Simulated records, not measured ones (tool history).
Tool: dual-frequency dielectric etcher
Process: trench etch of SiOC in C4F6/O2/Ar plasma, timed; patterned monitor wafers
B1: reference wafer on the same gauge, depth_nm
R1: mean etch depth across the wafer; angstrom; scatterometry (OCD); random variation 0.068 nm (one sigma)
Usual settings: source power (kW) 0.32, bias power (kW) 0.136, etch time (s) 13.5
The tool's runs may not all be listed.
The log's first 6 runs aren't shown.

Run 7, hour 141.4: usual settings but bias power (kW) 0.118; B1 29.98. Result: R1 254.4 angstrom.
At hour 165.5: gauge calibrated.
Run 8, hour 175.6: usual settings but bias power (kW) 0.118; B1 30.01. Result: R1 254.7 angstrom.
Run 9, hour 188.3: usual settings but bias power (kW) 0.118; B1 30. Result: R1 255.2 angstrom.
Run 10, hour 202.2: usual settings but bias power (kW) 0.149, etch time (s) 15.5; B1 30. Result: R1 314.5 angstrom.
Run 11, hour 217.2: usual settings but etch time (s) 15.5; B1 30.01. Result: R1 304.5 angstrom.
Run 12, hour 231.4: usual settings but bias power (kW) 0.128; B1 30. Result: R1 261.5 angstrom.
Run 13, hour 253.1: usual settings but bias power (kW) 0.118; B1 29.99. Result: R1 256.4 angstrom.
At hour 258.2: bias power generator calibrated.
At hour 292.3: wet clean of the chamber.
Run 14, hour 292.8: usual settings but source power (kW) 0.34, etch time (s) 10; B1 29.99. Result: R1 198.7 angstrom.
At hour 321.3: upper electrode replaced, of another model than before.
Run 15, hour 321.8: usual settings but source power (kW) 0.36, etch time (s) 15; B1 30. Result: R1 301.8 angstrom.
Run 16, hour 337.7: usual settings but source power (kW) 0.35, etch time (s) 12; B1 30. Result: R1 239.2 angstrom.
Run 17, hour 372.3: usual settings but bias power (kW) 0.145; B1 30.03. Result: R1 266.9 angstrom.
Run 18, hour 393.2: usual settings but etch time (s) 17.5; B1 30. Result: R1 337.9 angstrom.
At hour 407.5: source power generator calibrated.
Run 19, hour 410.8: usual settings but source power (kW) 0.29, bias power (kW) 0.119; B1 29.99. Result: R1 239.2 angstrom.
Run 20, hour 424: usual settings; B1 30. Result: R1 259.9 angstrom.
Run 21, hour 457.3: usual settings; B1 29.97. Result: R1 262.7 angstrom.
Run 22, hour 482.8: usual settings but bias power (kW) 0.103; B1 30. Result: R1 234.4 angstrom.
Run 23, hour 501.8: usual settings; B1 30.01. Result: R1 262.5 angstrom.
Run 24, hour 537: usual settings but bias power (kW) 0.115, etch time (s) 15.5; B1 29.99. Result: R1 283.4 angstrom.
Run 25, hour 563.2: usual settings but etch time (s) 10; B1 30. Result: R1 193.6 angstrom.
Run 26, hour 588.9: usual settings but source power (kW) 0.39; B1 30.02. Result: R1 283.6 angstrom.
Run 27, hour 617.7: usual settings but source power (kW) 0.37, bias power (kW) 0.159, etch time (s) 11.5; B1 30.01. Result: R1 253.3 angstrom.
Run 28, hour 639.5: usual settings but source power (kW) 0.37, bias power (kW) 0.147, etch time (s) 12; B1 29.99. Result: R1 254.8 angstrom.
Run 29, hour 658.5: usual settings; B1 30.01. Result: R1 263.4 angstrom.
Run 30, hour 674.4: usual settings; B1 30. Result: R1 265.2 angstrom.
Run 31, hour 704.6: usual settings but etch time (s) 11.5; B1 29.99. Result: R1 225.8 angstrom.

Forecast each of these 3 alternatives for the next run:
Run A, hour 705: usual settings but etch time (s) 10.5; B1 ?. Result: R1 ?.
Run B, hour 705: usual settings but source power (kW) 0.29; B1 ?. Result: R1 ?.
Run C, hour 705: usual settings but bias power (kW) 0.113, etch time (s) 15.5; B1 ?. Result: R1 ?.

run     B1     R1
  A  29.99    206
  B  29.99  255.2
  C  29.99  282.6
Without the tool's hidden state the same runs would have given:
run     R1
  A  201.3
  B  249.4
  C  276.1

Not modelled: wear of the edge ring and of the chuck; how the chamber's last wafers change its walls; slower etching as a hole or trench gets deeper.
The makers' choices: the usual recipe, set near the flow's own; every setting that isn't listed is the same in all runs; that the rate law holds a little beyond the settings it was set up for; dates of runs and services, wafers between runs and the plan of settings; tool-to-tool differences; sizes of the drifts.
